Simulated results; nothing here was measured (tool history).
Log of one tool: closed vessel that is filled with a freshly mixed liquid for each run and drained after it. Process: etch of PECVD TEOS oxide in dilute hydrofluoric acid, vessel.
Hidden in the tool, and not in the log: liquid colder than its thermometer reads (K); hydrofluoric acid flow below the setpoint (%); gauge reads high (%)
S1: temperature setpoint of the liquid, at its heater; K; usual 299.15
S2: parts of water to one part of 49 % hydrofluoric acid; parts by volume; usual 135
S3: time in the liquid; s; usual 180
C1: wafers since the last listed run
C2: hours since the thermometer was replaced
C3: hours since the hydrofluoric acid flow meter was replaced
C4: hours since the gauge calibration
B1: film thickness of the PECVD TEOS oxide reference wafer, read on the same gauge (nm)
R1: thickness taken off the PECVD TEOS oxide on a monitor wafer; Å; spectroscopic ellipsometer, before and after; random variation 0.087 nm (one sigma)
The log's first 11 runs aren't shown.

run,hour,S1,S2,S3,C1,C2,C3,C4,B1,R1
12,141.5,295.65,135,180,410,3092.5,6,228.9,150,208.8
13,152.8,295.65,135,180,843,3103.8,17.3,240.2,150,209
14,168.5,299.15,135,180,1171,3119.5,33,255.9,150,238.1
15,178.6,301.15,135,180,753,3129.6,43.1,266,150,259.3
16,193.3,299.15,135,180,1097,3144.3,57.8,280.7,150,238.2
17,208.9,299.15,135,180,1164,3159.9,73.4,296.3,149.98,239
# hour 217: thermometer replaced
18,222.5,299.15,135,180,940,5.5,87,309.9,149.99,261.6
19,229.3,299.15,105,180,507,12.3,93.8,316.7,150,349
20,238.2,299.15,110,270,664,21.2,102.7,325.6,150,495.3
21,245,299.15,135,180,507,28,109.5,332.4,150,259.7
22,257.6,294.15,160,90,940,40.6,122.1,345,150,88.6
23,268.1,303.65,200,180,783,51.1,132.6,355.5,150.01,191.7
24,280.1,299.15,135,180,895,63.1,144.6,367.5,149.98,260.8
# hour 289.2: gauge calibrated
25,296.8,303.15,135,180,1246,79.8,161.3,7.6,150.01,302.8
26,345.3,302.65,195,180,3619,128.3,209.8,56.1,149.99,191.1
27,352.5,296.65,135,180,537,135.5,217,63.3,150.01,237.5
28,359.2,299.15,135,95,500,142.2,223.7,70,150.01,137.5
29,369.9,299.15,90,180,798,152.9,234.4,80.7,149.99,416.1
30,380.3,302.15,135,120,776,163.3,244.8,91.1,150.01,194.4
31,393.6,295.65,180,145,992,176.6,258.1,104.4,149.99,131.7
32,407.2,299.15,135,180,1014,190.2,271.7,118,150.01,261.4
33,422.5,299.15,135,180,1141,205.5,287,133.3,149.99,259.8
34,431.9,294.65,205,90,701,214.9,296.4,142.7,150,66.8

Forecast each of these 3 alternatives for the next run:
A,432.6,299.15,135,180,52,215.6,297.1,143.4,?,?
B,432.6,299.15,165,265,52,215.6,297.1,143.4,?,?
C,432.6,299.15,70,180,52,215.6,297.1,143.4,?,?

run,B1,R1
A,149.99,260.6
B,149.99,303
C,149.99,545.7
Without the tool's hidden state the same runs would have given:
run,R1
A,266.1
B,309.2
C,557.8
